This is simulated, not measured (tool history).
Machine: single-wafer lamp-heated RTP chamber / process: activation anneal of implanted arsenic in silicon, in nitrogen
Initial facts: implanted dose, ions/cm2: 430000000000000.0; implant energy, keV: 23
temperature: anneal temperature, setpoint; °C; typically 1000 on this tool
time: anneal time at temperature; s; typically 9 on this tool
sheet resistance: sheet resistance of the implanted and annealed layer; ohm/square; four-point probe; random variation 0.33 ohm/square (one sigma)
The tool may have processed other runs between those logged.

run	hour	temperature	time	wafers since the last listed run	wafers since the last pyrometer calibration	wafers since the reflector plate was cleaned	hours since the gauge calibration	read-back reference wafer on the same gauge, sheet resistance	sheet resistance
1	0	1000	9	0	3103	3103	82.4	216.04	218.89
2	31.9	1000	9	452	3556	3556	114.3	215.95	217.86
3	50.3	1000	9	261	3818	3818	132.7	216	218.45
4	78.1	1000	9	394	4212	4212	160.5	215.94	217.42
5	93.5	1000	9	218	4431	4431	175.9	215.74	218.19
# hour 107.4: pyrometer window cleaned and pyrometer calibrated
6	128.4	1000	5	381	298	4813	210.8	215.7	220.06
7	156.1	1000	5	393	691	5206	238.5	215.55	219.27
8	188.3	1000	5	457	1148	5663	270.7	215.38	219
9	217.1	986	7	408	1557	6072	299.5	215.17	218.49
10	239.6	986	7	319	1877	6392	322	215.01	218.68
# hour 249.6: reflector plate cleaned
11	266.3	986	7	265	2142	237	348.7	214.85	218.95
12	320.6	1000	9	771	2913	1008	403	214.41	216.28
13	348.5	978	13	396	3309	1404	430.9	214.21	216.14
# hour 356.2: gauge calibrated
# hour 364: pyrometer window cleaned and pyrometer calibrated
14	367.1	1018	9	150	44	1554	10.9	215.82	216.55
15	390	1000	5	325	369	1880	33.8	215.8	219.6
16	416.5	986	6	376	745	2256	60.3	215.83	220.15
17	493.5	1000	13	1093	1839	3349	137.3	215.62	216.17
18	522.4	1022	4	410	2249	3760	166.2	215.59	219.4
19	558.2	1009	9	508	2757	4268	202	215.41	216.87
20	584.3	1000	5	370	3128	4638	228.1	215.25	218.67
21	602.2	971	7	254	3382	4893	246	215.21	219.46
# hour 613.1: pyrometer window cleaned and pyrometer calibrated
22	625.6	1018	9	218	177	5111	269.4	215.08	215.47
# hour 662.1: reflector plate cleaned
23	662.6	992	4	411	589	7	306.4	214.82	219.95
24	689.9	1000	9	387	976	395	333.7	214.6	216.55

Branching from run 24: 3 alternative next runs. What would each branch give?
A	690.3	1000	6	5	982	401	334.1	?	?
B	690.3	978	5	5	982	401	334.1	?	?
C	690.3	1029	14	5	982	401	334.1	?	?

run	read-back reference wafer on the same gauge, sheet resistance	sheet resistance
A	214.63	218.15
B	214.63	219.48
C	214.63	212.41
Had the tool no hidden state, the same runs would have come out as:
run	sheet resistance
A	219.5
B	220.84
C	213.72
